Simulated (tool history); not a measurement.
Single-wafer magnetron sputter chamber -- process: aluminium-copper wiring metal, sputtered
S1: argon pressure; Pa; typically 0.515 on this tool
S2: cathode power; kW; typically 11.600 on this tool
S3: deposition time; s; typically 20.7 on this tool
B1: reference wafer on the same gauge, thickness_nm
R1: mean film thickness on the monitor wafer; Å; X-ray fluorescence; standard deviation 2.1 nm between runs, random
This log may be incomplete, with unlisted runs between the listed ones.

run   hour     S1      S2    S3       B1       R1
  1    0.0  0.515  11.600  20.7  340.948  3941.11
  2   10.1  0.515  11.600  20.7  341.024  3930.65
  3   25.6  0.590  11.600  20.7  340.933  3830.30
  4   32.1  0.647  11.600  20.7  340.803  3732.74
  5   50.1  0.647  11.600  20.7  341.533  3712.50
  6   61.3  0.647  11.600  20.7  341.094  3703.38
  7   70.3  0.515  11.600  20.7  340.795  3900.37
  8   87.2  0.515  11.600  20.7  340.831  3900.39
  9  103.2  0.515  11.600  20.7  340.909  3853.33
 10  121.2  0.515  11.600  20.7  341.383  3847.17
 11  131.6  0.515  10.300  22.9  340.284  3833.22
 12  147.1  0.515  10.300  22.9  340.628  3788.28
     165.9  -- sputter target and shields replaced
 13  166.4  0.515  10.300  22.9  341.121  3947.64
     175.8  -- capacitance manometer re-zeroed and calibrated
 14  176.3  0.515  11.600  20.7  341.237  3978.40
 15  184.9  0.515  11.600  20.7  340.801  3917.80
     218.5  -- magnet pack replaced
 16  226.0  0.515  11.600  22.2  340.968  4226.99
 17  233.5  0.373  13.350  23.3  341.034  5367.53
 18  246.1  0.614  10.650  24.8  340.894  4172.10
     261.0  -- gauge calibrated
 19  263.5  0.515  11.600  20.7  341.626  3894.25
 20  282.3  0.515  11.600  22.3  340.535  4214.32
 21  291.2  0.515   9.500  18.3  341.309  2886.97
 22  304.3  0.462  11.600  24.1  341.167  4662.09
 23  318.2  0.515   9.050  20.7  341.683  3108.52
 24  335.2  0.515  11.600  20.7  341.004  3861.15
 25  342.5  0.515  12.900  16.7  340.431  3404.05
 26  352.7  0.515  11.600  23.6  340.511  4356.46
 27  367.5  0.436  10.300  17.2  341.040  2935.70
 28  383.9  0.515  11.600  20.7  341.313  3744.22
 29  396.3  0.668  11.600  20.7  341.297  3495.30
     414.1  -- sputter target and shields replaced
 30  414.6  0.310   9.600  18.8  340.719  3320.71
 31  425.1  0.348  11.600  20.7  340.763  4222.14

Results for each run, recomputed without the tool's hidden state and with each run's random variation untouched:
Hidden state at play: deposition rate above that of a new target (%); true argon pressure above the setpoint (%); gauge reads high (%).
run       R1
  1  3965.13
  2  3958.02
  3  3863.69
  4  3768.62
  5  3759.14
  6  3758.04
  7  3965.62
  8  3982.01
  9  3951.63
 10  3967.99
 11  3968.03
 12  3944.70
 13  3956.68
 14  3987.96
 15  3928.24
 16  4252.78
 17  5405.73
 18  4210.07
 19  3942.59
 20  4284.91
 21  2942.08
 22  4768.67
 23  3193.41
 24  3990.09
 25  3527.37
 26  4532.52
 27  3073.61
 28  3949.94
 29  3710.15
 30  3359.00
 31  4271.37

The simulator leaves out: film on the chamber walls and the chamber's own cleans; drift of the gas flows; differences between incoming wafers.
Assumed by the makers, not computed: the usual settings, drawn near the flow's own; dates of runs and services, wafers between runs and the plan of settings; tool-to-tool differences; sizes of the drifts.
